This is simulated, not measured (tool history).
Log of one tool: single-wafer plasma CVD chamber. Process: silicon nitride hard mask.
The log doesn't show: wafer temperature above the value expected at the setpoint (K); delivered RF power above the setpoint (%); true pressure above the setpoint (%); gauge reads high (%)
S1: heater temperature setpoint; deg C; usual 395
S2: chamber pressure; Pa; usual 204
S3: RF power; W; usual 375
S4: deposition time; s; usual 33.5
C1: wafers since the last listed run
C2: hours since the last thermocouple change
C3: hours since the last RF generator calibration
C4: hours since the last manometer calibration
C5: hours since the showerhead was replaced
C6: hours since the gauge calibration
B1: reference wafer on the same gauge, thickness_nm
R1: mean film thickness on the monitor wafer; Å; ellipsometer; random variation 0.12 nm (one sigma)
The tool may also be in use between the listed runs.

Run 1, day 0: usual settings; C1 0; C2 748.6; C3 613.1; C4 638.7; C5 2048.9; C6 2905.5; B1 49.802. Result: R1 449.12 Å.
Run 2, day 2.604: usual settings; C1 1043; C2 811.1; C3 675.6; C4 701.2; C5 2111.4; C6 2968; B1 49.828. Result: R1 449.2 Å.
Run 3, day 6.667: usual settings but S2 232 Pa; C1 1628; C2 908.6; C3 773.1; C4 798.7; C5 2208.9; C6 3065.5; B1 49.765. Result: R1 467.18 Å.
Run 4, day 8.496: usual settings but S2 232 Pa; C1 733; C2 952.5; C3 817; C4 842.6; C5 2252.8; C6 3109.4; B1 49.785. Result: R1 467.49 Å.
Run 5, day 10.429: usual settings; C1 774; C2 998.9; C3 863.4; C4 889; C5 2299.2; C6 3155.8; B1 49.829. Result: R1 448.66 Å.
At day 11.912: gauge calibrated.
Run 6, day 13.521: usual settings; C1 1238; C2 1073.1; C3 937.6; C4 963.2; C5 2373.4; C6 38.6; B1 49.819. Result: R1 448.03 Å.
Run 7, day 15.212: usual settings; C1 677; C2 1113.7; C3 978.2; C4 1003.8; C5 2414; C6 79.2; B1 49.804. Result: R1 448.3 Å.
Run 8, day 17.8: usual settings; C1 1036; C2 1175.8; C3 1040.3; C4 1065.9; C5 2476.1; C6 141.3; B1 49.813. Result: R1 448.96 Å.
Run 9, day 20.658: usual settings; C1 1145; C2 1244.4; C3 1108.9; C4 1134.5; C5 2544.7; C6 209.9; B1 49.812. Result: R1 451.44 Å.
Run 10, day 25.121: usual settings; C1 1788; C2 1351.5; C3 1216; C4 1241.6; C5 2651.8; C6 317; B1 49.843. Result: R1 448.26 Å.
At day 26.067: showerhead replaced.
At day 27.512: RF generator calibrated.
Run 11, day 27.533: usual settings but S1 400 deg C, S2 181 Pa, S3 340 W, S4 39.4 s; C1 699; C2 1409.4; C3 0.5; C4 1299.5; C5 35.2; C6 374.9; B1 49.805. Result: R1 481.2 Å.
Run 12, day 30.771: usual settings; C1 1297; C2 1487.1; C3 78.2; C4 1377.2; C5 112.9; C6 452.6; B1 49.788. Result: R1 450.9 Å.
Run 13, day 34.625: usual settings; C1 1544; C2 1579.6; C3 170.7; C4 1469.7; C5 205.4; C6 545.1; B1 49.754. Result: R1 448.6 Å.
Run 14, day 38.5: usual settings but S1 390 deg C; C1 1552; C2 1672.6; C3 263.7; C4 1562.7; C5 298.4; C6 638.1; B1 49.807. Result: R1 451.71 Å.

Forecast run 15:
Run 15, day 41.133: usual settings; C1 1055; C2 1735.8; C3 326.9; C4 1625.9; C5 361.6; C6 701.3; B1 ?. Result: R1 ?.

B1: 49.793
R1: 447.9 Å
Without the tool's hidden state the same run would have given R1 447.9 Å.
